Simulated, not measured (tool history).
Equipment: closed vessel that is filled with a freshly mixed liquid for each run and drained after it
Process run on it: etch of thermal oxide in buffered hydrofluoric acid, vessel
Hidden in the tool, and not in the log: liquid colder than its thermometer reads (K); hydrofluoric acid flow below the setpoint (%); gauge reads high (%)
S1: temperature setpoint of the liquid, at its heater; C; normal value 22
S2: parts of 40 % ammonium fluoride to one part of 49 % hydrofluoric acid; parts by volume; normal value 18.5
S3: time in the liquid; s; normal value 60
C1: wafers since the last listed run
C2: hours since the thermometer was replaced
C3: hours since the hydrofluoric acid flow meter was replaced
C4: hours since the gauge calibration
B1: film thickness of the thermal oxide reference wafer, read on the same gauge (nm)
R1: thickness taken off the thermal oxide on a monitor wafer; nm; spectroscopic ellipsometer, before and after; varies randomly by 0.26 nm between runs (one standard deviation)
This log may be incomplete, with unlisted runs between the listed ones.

run 1 hour=0 | S1=22 S2=18.5 S3=60 | C1=0 C2=433.6 C3=418.2 C4=2365.3 | B1=49.98 | R1=34.14
run 2 hour=82.9 | S1=22 S2=18.5 S3=60 | C1=5739 C2=516.5 C3=501.1 C4=2448.2 | B1=49.98 | R1=34.62
run 3 hour=164.7 | S1=22 S2=18.5 S3=60 | C1=5663 C2=598.3 C3=582.9 C4=2530 | B1=49.97 | R1=34.35
run 4 hour=226.6 | S1=22 S2=18.5 S3=60 | C1=4285 C2=660.2 C3=644.8 C4=2591.9 | B1=49.98 | R1=34.55
run 5 hour=302.8 | S1=22 S2=18.5 S3=60 | C1=5275 C2=736.4 C3=721 C4=2668.1 | B1=49.96 | R1=33.86
run 6 hour=358.9 | S1=22 S2=18.5 S3=60 | C1=3884 C2=792.5 C3=777.1 C4=2724.2 | B1=50.02 | R1=34.08
run 7 hour=395.1 | S1=22 S2=18.5 S3=60 | C1=2506 C2=828.7 C3=813.3 C4=2760.4 | B1=50.01 | R1=33.83
-- hour=407.3 thermometer replaced
run 8 hour=478.4 | S1=19.5 S2=18.5 S3=60 | C1=5698 C2=71.1 C3=896.6 C4=2843.7 | B1=49.97 | R1=29.54
run 9 hour=575.4 | S1=22 S2=18.5 S3=60 | C1=6715 C2=168.1 C3=993.6 C4=2940.7 | B1=50.06 | R1=33.5
run 10 hour=674.2 | S1=22 S2=18.5 S3=80 | C1=6840 C2=266.9 C3=1092.4 C4=3039.5 | B1=49.97 | R1=45.38
run 11 hour=753.1 | S1=22 S2=25 S3=60 | C1=5462 C2=345.8 C3=1171.3 C4=3118.4 | B1=49.99 | R1=27.28
-- hour=834.6 gauge calibrated
run 12 hour=839.2 | S1=19.5 S2=21.5 S3=45 | C1=5961 C2=431.9 C3=1257.4 C4=4.6 | B1=50.02 | R1=19.34
run 13 hour=927.8 | S1=22 S2=16 S3=80 | C1=6134 C2=520.5 C3=1346 C4=93.2 | B1=50 | R1=51.49
run 14 hour=986.2 | S1=25.5 S2=11 S3=90 | C1=4043 C2=578.9 C3=1404.4 C4=151.6 | B1=49.99 | R1=100.38
run 15 hour=1086.3 | S1=17.5 S2=11.5 S3=60 | C1=6930 C2=679 C3=1504.5 C4=251.7 | B1=50 | R1=40.69
run 16 hour=1191.7 | S1=22 S2=18.5 S3=60 | C1=7297 C2=784.4 C3=1609.9 C4=357.1 | B1=49.96 | R1=33.14
-- hour=1327.2 thermometer replaced
run 17 hour=1361.9 | S1=26.5 S2=24 S3=80 | C1=11714 C2=34.7 C3=1780.1 C4=527.3 | B1=50.02 | R1=46.83
run 18 hour=1400.2 | S1=22 S2=18.5 S3=50 | C1=2651 C2=73 C3=1818.4 C4=565.6 | B1=50.01 | R1=27.09
run 19 hour=1456.9 | S1=26.5 S2=22 S3=75 | C1=3925 C2=129.7 C3=1875.1 C4=622.3 | B1=50.04 | R1=46.25
run 20 hour=1554.3 | S1=22 S2=16 S3=35 | C1=6743 C2=227.1 C3=1972.5 C4=719.7 | B1=49.99 | R1=21.92
run 21 hour=1618.8 | S1=25.5 S2=24.5 S3=60 | C1=4465 C2=291.6 C3=2037 C4=784.2 | B1=49.97 | R1=32.52
-- hour=1659 hydrofluoric acid flow meter replaced
run 22 hour=1690 | S1=22 S2=11.5 S3=60 | C1=4860 C2=362.8 C3=31 C4=855.4 | B1=49.98 | R1=54.91
run 23 hour=1762.9 | S1=27 S2=25 S3=35 | C1=5047 C2=435.7 C3=103.9 C4=928.3 | B1=50.02 | R1=21.11
run 24 hour=1855.7 | S1=22 S2=18.5 S3=60 | C1=6425 C2=528.5 C3=196.7 C4=1021.1 | B1=50.03 | R1=34.67
run 25 hour=1909 | S1=22 S2=13 S3=60 | C1=3690 C2=581.8 C3=250 C4=1074.4 | B1=49.99 | R1=48.85
run 26 hour=1982 | S1=22 S2=20.5 S3=60 | C1=5054 C2=654.8 C3=323 C4=1147.4 | B1=50 | R1=31.16
run 27 hour=2074.3 | S1=23.5 S2=18.5 S3=60 | C1=6390 C2=747.1 C3=415.3 C4=1239.7 | B1=50.04 | R1=37.49
run 28 hour=2125.4 | S1=22 S2=18.5 S3=60 | C1=3537 C2=798.2 C3=466.4 C4=1290.8 | B1=50.01 | R1=34.53
run 29 hour=2185.4 | S1=22 S2=18.5 S3=60 | C1=4154 C2=858.2 C3=526.4 C4=1350.8 | B1=50.02 | R1=34.16
run 30 hour=2285.4 | S1=22 S2=25.5 S3=80 | C1=6923 C2=958.2 C3=626.4 C4=1450.8 | B1=49.99 | R1=36.15
run 31 hour=2324.4 | S1=24.5 S2=23 S3=50 | C1=2700 C2=997.2 C3=665.4 C4=1489.8 | B1=50.06 | R1=27.68
-- hour=2362.6 thermometer replaced
run 32 hour=2376.7 | S1=22 S2=18.5 S3=35 | C1=3551 C2=14.1 C3=717.7 C4=1542.1 | B1=50 | R1=19.6

Each run again, without the hidden state but with its own random variation kept:
run=1 R1=34.7
run=2 R1=35.29
run=3 R1=35.09
run=4 R1=35.38
run=5 R1=34.75
run=6 R1=35.04
run=7 R1=34.82
run=8 R1=30.49
run=9 R1=34.68
run=10 R1=47.14
run=11 R1=28.07
run=12 R1=19.93
run=13 R1=53.92
run=14 R1=105.27
run=15 R1=42.82
run=16 R1=35.01
run=17 R1=48.84
run=18 R1=28.82
run=19 R1=48.34
run=20 R1=23.43
run=21 R1=34.12
run=22 R1=55.17
run=23 R1=21.22
run=24 R1=35.02
run=25 R1=49.42
run=26 R1=31.47
run=27 R1=38.13
run=28 R1=35.18
run=29 R1=34.86
run=30 R1=36.75
run=31 R1=28.16
run=32 R1=20.13
